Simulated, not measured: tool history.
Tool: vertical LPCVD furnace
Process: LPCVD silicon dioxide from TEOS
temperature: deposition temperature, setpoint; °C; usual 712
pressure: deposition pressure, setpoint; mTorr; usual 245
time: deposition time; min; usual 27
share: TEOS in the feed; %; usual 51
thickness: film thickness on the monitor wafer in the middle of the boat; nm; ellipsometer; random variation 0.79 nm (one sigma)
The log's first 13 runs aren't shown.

| run | hour | temperature | pressure | time | share | read-back reference wafer on the same gauge, thickness | thickness |
|---|---|---|---|---|---|---|---|
| 14 | 311.4 | 712 | 230 | 27 | 51 | 178.9 | 200.63 |
| 15 | 316.1 | 707 | 245 | 27 | 42 | 179.06 | 168.7 |
| 16 | 320.9 | 708 | 245 | 21.5 | 51 | 178.77 | 151.14 |
| 17 | 325.6 | 712 | 245 | 27 | 51 | 179.15 | 209 |
| 18 | 336.5 | 712 | 220 | 27 | 43 | 179.04 | 180.94 |
| 19 | 356 | 712 | 245 | 35.5 | 51 | 178.8 | 271.71 |
| 20 | 363.2 | 712 | 245 | 22.5 | 45 | 179.18 | 163.06 |
| 21 | 377.4 | 712 | 290 | 27 | 51 | 178.98 | 226.19 |
| 22 | 389.7 | 712 | 270 | 18.5 | 51 | 179 | 149.92 |
| 23 | 405.7 | 712 | 285 | 27 | 56 | 179.1 | 235.23 |
| 24 | 413.1 | 721 | 245 | 27 | 51 | 179.08 | 252.32 |
| 25 | 433 | 701 | 245 | 27 | 51 | 179.01 | 161.19 |
| 26 | 441.3 | 712 | 245 | 27 | 51 | 178.89 | 207.84 |
| 27 | 460.8 | 720 | 210 | 31.5 | 51 | 178.95 | 266.29 |
| 28 | 479.8 | 717 | 245 | 27 | 51 | 179.01 | 233.06 |
| 29 | 490.4 | 712 | 245 | 27 | 60 | 179.09 | 225.45 |
| 30 | 505 | 718 | 205 | 27 | 56 | 178.86 | 227.64 |
| 31 | 515.7 | 712 | 245 | 27 | 51 | 179.12 | 208.06 |

4 ways to go on from here, each from the tool as it stands after run 31. What would each give?
| A | 520.6 | 712 | 245 | 27 | 44 | ? | ? |
| B | 520.6 | 712 | 260 | 27 | 51 | ? | ? |
| C | 520.6 | 712 | 215 | 27 | 51 | ? | ? |
| D | 520.6 | 705 | 245 | 36 | 51 | ? | ? |

| run | read-back reference wafer on the same gauge, thickness | thickness |
|---|---|---|
| A | 178.99 | 194.25 |
| B | 178.99 | 215.43 |
| C | 178.99 | 195.91 |
| D | 178.99 | 237.61 |
Without the tool's hidden state the same runs would have given:
| run | thickness |
|---|---|
| A | 194.25 |
| B | 215.43 |
| C | 195.91 |
| D | 237.61 |
